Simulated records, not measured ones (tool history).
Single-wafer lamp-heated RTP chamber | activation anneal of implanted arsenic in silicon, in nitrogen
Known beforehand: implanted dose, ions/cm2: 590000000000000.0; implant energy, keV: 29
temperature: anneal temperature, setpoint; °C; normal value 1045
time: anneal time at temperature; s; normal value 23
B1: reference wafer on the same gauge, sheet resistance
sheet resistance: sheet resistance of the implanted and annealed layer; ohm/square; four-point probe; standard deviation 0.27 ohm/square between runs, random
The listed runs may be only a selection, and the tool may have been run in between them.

Run 1, day 0.000: usual settings; B1 172.95. Result: sheet resistance 164.25 ohm/square.
Run 2, day 2.962: usual settings; B1 173.01. Result: sheet resistance 163.47 ohm/square.
At day 4.217: pyrometer window cleaned and pyrometer calibrated.
Run 3, day 4.596: usual settings; B1 173.04. Result: sheet resistance 164.99 ohm/square.
At day 5.212: gauge calibrated.
Run 4, day 6.467: usual settings; B1 173.01. Result: sheet resistance 164.28 ohm/square.
Run 5, day 8.746: usual settings; B1 172.97. Result: sheet resistance 163.73 ohm/square.
At day 10.162: pyrometer window cleaned and pyrometer calibrated.
Run 6, day 10.183: usual settings; B1 172.98. Result: sheet resistance 164.40 ohm/square.
Run 7, day 12.962: usual settings; B1 173.01. Result: sheet resistance 164.28 ohm/square.
Run 8, day 14.562: usual settings; B1 173.04. Result: sheet resistance 163.68 ohm/square.
At day 16.083: pyrometer window cleaned and pyrometer calibrated.
Run 9, day 16.175: usual settings but temperature 1034 °C, time 35 s; B1 172.97. Result: sheet resistance 163.54 ohm/square.
Run 10, day 18.258: usual settings but temperature 1062 °C, time 12 s; B1 173.01. Result: sheet resistance 165.39 ohm/square.
Run 11, day 20.750: usual settings but temperature 1034 °C, time 36 s; B1 172.99. Result: sheet resistance 162.80 ohm/square.
At day 21.121: reflector plate cleaned.
At day 22.375: pyrometer window cleaned and pyrometer calibrated.
Run 12, day 23.479: usual settings but temperature 1033 °C, time 13 s; B1 172.98. Result: sheet resistance 167.82 ohm/square.
At day 24.042: gauge calibrated.
Run 13, day 25.275: usual settings; B1 173.02. Result: sheet resistance 164.13 ohm/square.
Run 14, day 26.696: usual settings; B1 173.00. Result: sheet resistance 163.32 ohm/square.
Run 15, day 28.871: usual settings but time 31 s; B1 173.02. Result: sheet resistance 162.01 ohm/square.
At day 29.283: pyrometer window cleaned and pyrometer calibrated.
Run 16, day 30.638: usual settings but temperature 1024 °C, time 35 s; B1 173.00. Result: sheet resistance 164.29 ohm/square.

What if the next run were any one of these 4? Each begins from the tool's condition after run 16:
Run A, day 30.654: usual settings; B1 ?. Result: sheet resistance ?.
Run B, day 30.654: usual settings but temperature 1034 °C, time 14 s; B1 ?. Result: sheet resistance ?.
Run C, day 30.654: usual settings but temperature 1065 °C, time 15 s; B1 ?. Result: sheet resistance ?.
Run D, day 30.654: usual settings but temperature 1053 °C, time 30 s; B1 ?. Result: sheet resistance ?.

run      B1  sheet resistance
  A  173.00            163.87
  B  173.00            167.20
  C  173.00            163.79
  D  173.00            161.55
With no hidden state in the tool, these same runs would have given:
run  sheet resistance
  A            164.13
  B            167.42
  C            164.04
  D            161.85
